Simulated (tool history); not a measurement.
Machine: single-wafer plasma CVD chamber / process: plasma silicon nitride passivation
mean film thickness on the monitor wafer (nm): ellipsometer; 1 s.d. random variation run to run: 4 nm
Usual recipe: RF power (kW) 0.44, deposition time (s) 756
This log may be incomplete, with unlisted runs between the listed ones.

run	day	RF power (kW)	deposition time (s)	wafers since the last listed run	hours since the last RF generator calibration	hours since the showerhead was replaced	hours since the gauge calibration	read-back reference wafer on the same gauge, thickness_nm	mean film thickness on the monitor wafer (nm)
1	0	0.44	756	0	313.3	5546.2	796.8	1200.361	1102.738
2	2.446	0.44	756	205	372	5604.9	855.5	1201.558	1108.805
3	3.817	0.44	756	115	404.9	5637.8	888.4	1198.797	1108.686
4	6.367	0.44	756	214	466.1	5699	949.6	1202.213	1107.91
5	7.417	0.44	756	88	491.3	5724.2	974.8	1201.069	1108.03
6	9.062	0.44	643	138	530.8	5763.7	1014.3	1199.457	942.782
7	10.867	0.44	643	151	574.1	5807	1057.6	1200.504	944.513
8	12.388	0.44	643	127	610.6	5843.5	1094.1	1200.978	942.193
9	14.992	0.42	756	218	673.1	5906	1156.6	1199.47	1100.007
10	17.542	0.42	756	214	734.3	5967.2	1217.8	1199.653	1087.077
11	18.704	0.42	756	97	762.2	5995.1	1245.7	1201.047	1096.117
12	20.762	0.44	756	172	811.6	6044.5	1295.1	1199.861	1106.579
13	23.212	0.44	756	205	870.4	6103.3	1353.9	1199.732	1105.219
14	24.425	0.44	756	101	899.5	6132.4	1383	1199.11	1107.953
15	25.558	0.44	756	95	926.7	6159.6	1410.2	1202.631	1109.367
16	26.642	0.44	666	90	952.7	6185.6	1436.2	1201.09	977.852
17	28.292	0.365	854	138	992.3	6225.2	1475.8	1199.488	1203.028
18	30.038	0.365	848	146	1034.2	6267.1	1517.7	1200.543	1201.905
# day 31.054: showerhead replaced
# day 31.117: RF generator calibrated
# day 32.608: gauge calibrated
19	32.729	0.4	689	192	38.7	40.2	2.9	1200.002	982.099
20	35.238	0.44	756	210	98.9	100.4	63.1	1201.226	1104.118
21	38.038	0.44	756	235	166.1	167.6	130.3	1199.898	1111.236
22	40.675	0.44	756	221	229.4	230.9	193.6	1199.004	1104.105
23	43.638	0.475	838	248	300.5	302	264.7	1199.413	1250.314
24	46.388	0.44	643	230	366.5	368	330.7	1200.356	936.565
25	48.15	0.44	901	148	408.8	410.3	373	1199.706	1317.727
26	50.262	0.465	890	177	459.5	461	423.7	1201.299	1324.376
27	51.558	0.375	756	108	490.6	492.1	454.8	1199.636	1066.324
28	58.067	0.505	682	546	646.8	648.3	611	1200.204	1028.062
29	60.192	0.44	658	178	697.8	699.3	662	1199.282	963.962
30	62.533	0.44	879	196	754	755.5	718.2	1199.857	1285.902

For each entry between runs, how does the tool's hidden state at the last listed run before it compare with that at the first listed run after it?
From run 18 to run 19: showerhead replaced (day 31.054); RF generator calibrated (day 31.117); gauge calibrated (day 32.608)
  nothing in the hidden state changes from one run to the other
